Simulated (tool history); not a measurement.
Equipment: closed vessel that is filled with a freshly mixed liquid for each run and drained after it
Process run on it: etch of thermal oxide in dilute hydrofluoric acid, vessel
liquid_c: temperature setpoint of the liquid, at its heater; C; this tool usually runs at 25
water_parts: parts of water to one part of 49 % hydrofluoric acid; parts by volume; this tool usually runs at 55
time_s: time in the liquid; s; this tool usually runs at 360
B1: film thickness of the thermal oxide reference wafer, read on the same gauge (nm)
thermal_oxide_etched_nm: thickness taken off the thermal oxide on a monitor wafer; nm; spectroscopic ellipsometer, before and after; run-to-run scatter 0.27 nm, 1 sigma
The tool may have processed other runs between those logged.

Run 1, hour 0: usual settings; B1 29.13. Result: thermal_oxide_etched_nm 34.25 nm.
Run 2, hour 70: usual settings; B1 29.02. Result: thermal_oxide_etched_nm 34.14 nm.
Run 3, hour 100.7: usual settings; B1 28.98. Result: thermal_oxide_etched_nm 33.85 nm.
Run 4, hour 158.2: usual settings; B1 28.87. Result: thermal_oxide_etched_nm 33.83 nm.
Run 5, hour 221.2: usual settings; B1 28.79. Result: thermal_oxide_etched_nm 33.85 nm.
Run 6, hour 261: usual settings; B1 28.75. Result: thermal_oxide_etched_nm 33.58 nm.
Run 7, hour 287.5: usual settings but liquid_c 26 C; B1 28.71. Result: thermal_oxide_etched_nm 34.97 nm.
Run 8, hour 326.3: usual settings but liquid_c 26 C; B1 28.67. Result: thermal_oxide_etched_nm 35.3 nm.
Run 9, hour 358.1: usual settings; B1 28.64. Result: thermal_oxide_etched_nm 33.59 nm.
Run 10, hour 405.1: usual settings; B1 28.59. Result: thermal_oxide_etched_nm 33.58 nm.
Run 11, hour 432.3: usual settings but water_parts 35 parts by volume; B1 28.55. Result: thermal_oxide_etched_nm 54.44 nm.
Run 12, hour 486.8: usual settings but water_parts 35 parts by volume; B1 28.52. Result: thermal_oxide_etched_nm 53.79 nm.
At hour 539: thermometer replaced.
Run 13, hour 550.2: usual settings but water_parts 75 parts by volume; B1 28.46. Result: thermal_oxide_etched_nm 23.68 nm.
Run 14, hour 603.6: usual settings; B1 28.46. Result: thermal_oxide_etched_nm 33.85 nm.
Run 15, hour 631.6: usual settings; B1 28.43. Result: thermal_oxide_etched_nm 33.11 nm.
Run 16, hour 690.9: usual settings but time_s 205 s; B1 28.42. Result: thermal_oxide_etched_nm 18.89 nm.
Run 17, hour 724.4: usual settings; B1 28.4. Result: thermal_oxide_etched_nm 33.29 nm.
Run 18, hour 776.3: usual settings but liquid_c 26 C; B1 28.34. Result: thermal_oxide_etched_nm 34.57 nm.
Run 19, hour 825.7: usual settings; B1 28.33. Result: thermal_oxide_etched_nm 33.18 nm.
At hour 876.2: hydrofluoric acid flow meter replaced.
Run 20, hour 879: usual settings but liquid_c 29.5 C, water_parts 45 parts by volume, time_s 515 s; B1 28.31. Result: thermal_oxide_etched_nm 69.74 nm.
Run 21, hour 906: usual settings; B1 28.35. Result: thermal_oxide_etched_nm 33.48 nm.
Run 22, hour 938.1: usual settings but liquid_c 26.5 C, water_parts 75 parts by volume, time_s 425 s; B1 28.38. Result: thermal_oxide_etched_nm 29.81 nm.
Run 23, hour 999.5: usual settings but water_parts 70 parts by volume, time_s 160 s; B1 28.29. Result: thermal_oxide_etched_nm 11.49 nm.
Run 24, hour 1030.4: usual settings; B1 28.26. Result: thermal_oxide_etched_nm 33.09 nm.
Run 25, hour 1081.3: usual settings but liquid_c 28.5 C, water_parts 25 parts by volume, time_s 490 s; B1 28.31. Result: thermal_oxide_etched_nm 118.5 nm.
Run 26, hour 1135.3: usual settings; B1 28.3. Result: thermal_oxide_etched_nm 33.38 nm.
Run 27, hour 1190.2: usual settings but liquid_c 28 C, water_parts 70 parts by volume; B1 28.28. Result: thermal_oxide_etched_nm 28.79 nm.
At hour 1236.9: gauge calibrated.
Run 28, hour 1373.5: usual settings but liquid_c 28.5 C, water_parts 35 parts by volume, time_s 155 s; B1 29.45. Result: thermal_oxide_etched_nm 27.67 nm.
Run 29, hour 1435.8: usual settings but liquid_c 23.5 C, water_parts 80 parts by volume, time_s 470 s; B1 29.28. Result: thermal_oxide_etched_nm 28.19 nm.
Run 30, hour 1481.2: usual settings but liquid_c 21.5 C, time_s 210 s; B1 29.13. Result: thermal_oxide_etched_nm 17.18 nm.
Run 31, hour 1537: usual settings but liquid_c 23.5 C, time_s 495 s; B1 29. Result: thermal_oxide_etched_nm 43.84 nm.
Run 32, hour 1567.5: usual settings but liquid_c 28.5 C, water_parts 75 parts by volume, time_s 440 s; B1 28.93. Result: thermal_oxide_etched_nm 34.66 nm.
Run 33, hour 1592.5: usual settings but liquid_c 20.5 C, water_parts 45 parts by volume; B1 28.9. Result: thermal_oxide_etched_nm 35.1 nm.

State the hidden condition of the tool at each of the runs:
liquid hotter than its thermometer reads (K): 0 on each run
hydrofluoric acid flow below the setpoint (%): 0 on each run
H1: gauge reads high (%)
run     H1
  1  -2.92
  2  -3.32
  3  -3.48
  4  -3.76
  5  -4.02
  6  -4.18
  7  -4.27
  8  -4.41
  9  -4.51
 10  -4.65
 11  -4.72
 12  -4.86
 13  -5.01
 14  -5.12
 15  -5.17
 16  -5.28
 17  -5.33
 18  -5.41
 19  -5.47
 20  -5.54
 21  -5.57
 22  -5.61
 23  -5.67
 24  -5.69
 25  -5.74
 26  -5.78
 27  -5.81
 28  -1.87
 29  -2.44
 30  -2.82
 31  -3.24
 32  -3.45
 33  -3.62
